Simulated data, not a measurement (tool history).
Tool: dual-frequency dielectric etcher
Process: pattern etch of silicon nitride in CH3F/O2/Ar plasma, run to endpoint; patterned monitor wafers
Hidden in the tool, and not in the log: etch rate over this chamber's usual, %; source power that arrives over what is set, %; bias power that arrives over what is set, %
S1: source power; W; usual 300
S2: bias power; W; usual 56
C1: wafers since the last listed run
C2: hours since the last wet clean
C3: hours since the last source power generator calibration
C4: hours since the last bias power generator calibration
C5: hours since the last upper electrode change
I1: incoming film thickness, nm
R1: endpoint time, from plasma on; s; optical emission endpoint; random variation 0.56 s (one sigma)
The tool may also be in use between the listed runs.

Run 1, day 0.000: usual settings; C1 0; C2 64.4; C3 2222.9; C4 2994.9; C5 1697.2; I1 35.26. Result: R1 63.9 s.
Run 2, day 1.346: usual settings; C1 249; C2 96.7; C3 2255.2; C4 3027.2; C5 1729.5; I1 34.63. Result: R1 62.7 s.
Run 3, day 1.896: usual settings; C1 101; C2 109.9; C3 2268.4; C4 3040.4; C5 1742.7; I1 35.07. Result: R1 63.6 s.
Run 4, day 2.688: usual settings but S1 350 W, S2 66 W; C1 146; C2 128.9; C3 2287.4; C4 3059.4; C5 1761.7; I1 34.26. Result: R1 56.3 s.
Run 5, day 4.012: usual settings but S1 350 W, S2 66 W; C1 245; C2 160.7; C3 2319.2; C4 3091.2; C5 1793.5; I1 34.58. Result: R1 57.2 s.
Run 6, day 4.621: usual settings; C1 112; C2 175.3; C3 2333.8; C4 3105.8; C5 1808.1; I1 34.77. Result: R1 62.8 s.
Run 7, day 5.988: usual settings; C1 252; C2 208.1; C3 2366.6; C4 3138.6; C5 1840.9; I1 34.76. Result: R1 64.0 s.
Run 8, day 7.188: usual settings but S2 46 W; C1 222; C2 236.9; C3 2395.4; C4 3167.4; C5 1869.7; I1 34.61. Result: R1 66.6 s.
Run 9, day 7.783: usual settings but S2 46 W; C1 110; C2 251.2; C3 2409.7; C4 3181.7; C5 1884.0; I1 34.69. Result: R1 65.7 s.
Run 10, day 8.758: usual settings but S1 260 W, S2 60 W; C1 180; C2 274.6; C3 2433.1; C4 3205.1; C5 1907.4; I1 34.71. Result: R1 65.7 s.
Run 11, day 9.504: usual settings but S1 260 W, S2 60 W; C1 138; C2 292.5; C3 2451.0; C4 3223.0; C5 1925.3; I1 34.37. Result: R1 64.2 s.
Run 12, day 10.975: usual settings; C1 272; C2 327.8; C3 2486.3; C4 3258.3; C5 1960.6; I1 34.75. Result: R1 63.2 s.
At day 11.212: source power generator calibrated.
Run 13, day 12.300: usual settings but S1 250 W, S2 64 W; C1 214; C2 359.6; C3 26.1; C4 3290.1; C5 1992.4; I1 34.56. Result: R1 65.4 s.
Run 14, day 13.629: usual settings but S1 250 W; C1 245; C2 391.5; C3 58.0; C4 3322.0; C5 2024.3; I1 34.92. Result: R1 68.3 s.
Run 15, day 14.304: usual settings but S1 370 W, S2 47 W; C1 124; C2 407.7; C3 74.2; C4 3338.2; C5 2040.5; I1 35.09. Result: R1 62.1 s.
Run 16, day 15.629: usual settings; C1 245; C2 439.5; C3 106.0; C4 3370.0; C5 2072.3; I1 34.64. Result: R1 64.7 s.
Run 17, day 17.121: usual settings but S1 250 W; C1 276; C2 475.3; C3 141.8; C4 3405.8; C5 2108.1; I1 34.62. Result: R1 68.3 s.
Run 18, day 18.579: usual settings but S2 50 W; C1 269; C2 510.3; C3 176.8; C4 3440.8; C5 2143.1; I1 34.72. Result: R1 65.9 s.
At day 19.771: upper electrode replaced.
Run 19, day 20.008: usual settings but S1 380 W, S2 67 W; C1 79; C2 544.6; C3 211.1; C4 3475.1; C5 5.7; I1 34.66. Result: R1 56.7 s.
At day 20.254: bias power generator calibrated.
At day 22.042: wet clean of the chamber.
Run 20, day 22.096: usual settings but S1 250 W, S2 47 W; C1 170; C2 1.3; C3 261.2; C4 44.2; C5 55.8; I1 34.41. Result: R1 67.8 s.
Run 21, day 23.433: usual settings; C1 247; C2 33.4; C3 293.3; C4 76.3; C5 87.9; I1 34.91. Result: R1 62.4 s.
Run 22, day 24.200: usual settings but S1 270 W, S2 49 W; C1 141; C2 51.8; C3 311.7; C4 94.7; C5 106.3; I1 34.79. Result: R1 66.8 s.
Run 23, day 25.096: usual settings; C1 165; C2 73.3; C3 333.2; C4 116.2; C5 127.8; I1 34.79. Result: R1 62.5 s.
Run 24, day 26.475: usual settings but S1 230 W, S2 52 W; C1 255; C2 106.4; C3 366.3; C4 149.3; C5 160.9; I1 34.86. Result: R1 70.5 s.
Run 25, day 27.625: usual settings; C1 212; C2 134.0; C3 393.9; C4 176.9; C5 188.5; I1 35.03. Result: R1 61.6 s.

3 ways to go on from here, each from the tool as it stands after run 25. What would each give?
Run A, day 27.642: usual settings but S1 370 W; C1 3; C2 134.4; C3 394.3; C4 177.3; C5 188.9; I1 34.81. Result: R1 ?.
Run B, day 27.642: usual settings but S1 270 W, S2 62 W; C1 3; C2 134.4; C3 394.3; C4 177.3; C5 188.9; I1 34.81. Result: R1 ?.
Run C, day 27.642: usual settings but S1 380 W, S2 60 W; C1 3; C2 134.4; C3 394.3; C4 177.3; C5 188.9; I1 34.81. Result: R1 ?.

run    R1
  A  56.6
  B  62.2
  C  55.2
Without the tool's hidden state the same runs would have given:
run    R1
  A  56.7
  B  62.3
  C  55.3

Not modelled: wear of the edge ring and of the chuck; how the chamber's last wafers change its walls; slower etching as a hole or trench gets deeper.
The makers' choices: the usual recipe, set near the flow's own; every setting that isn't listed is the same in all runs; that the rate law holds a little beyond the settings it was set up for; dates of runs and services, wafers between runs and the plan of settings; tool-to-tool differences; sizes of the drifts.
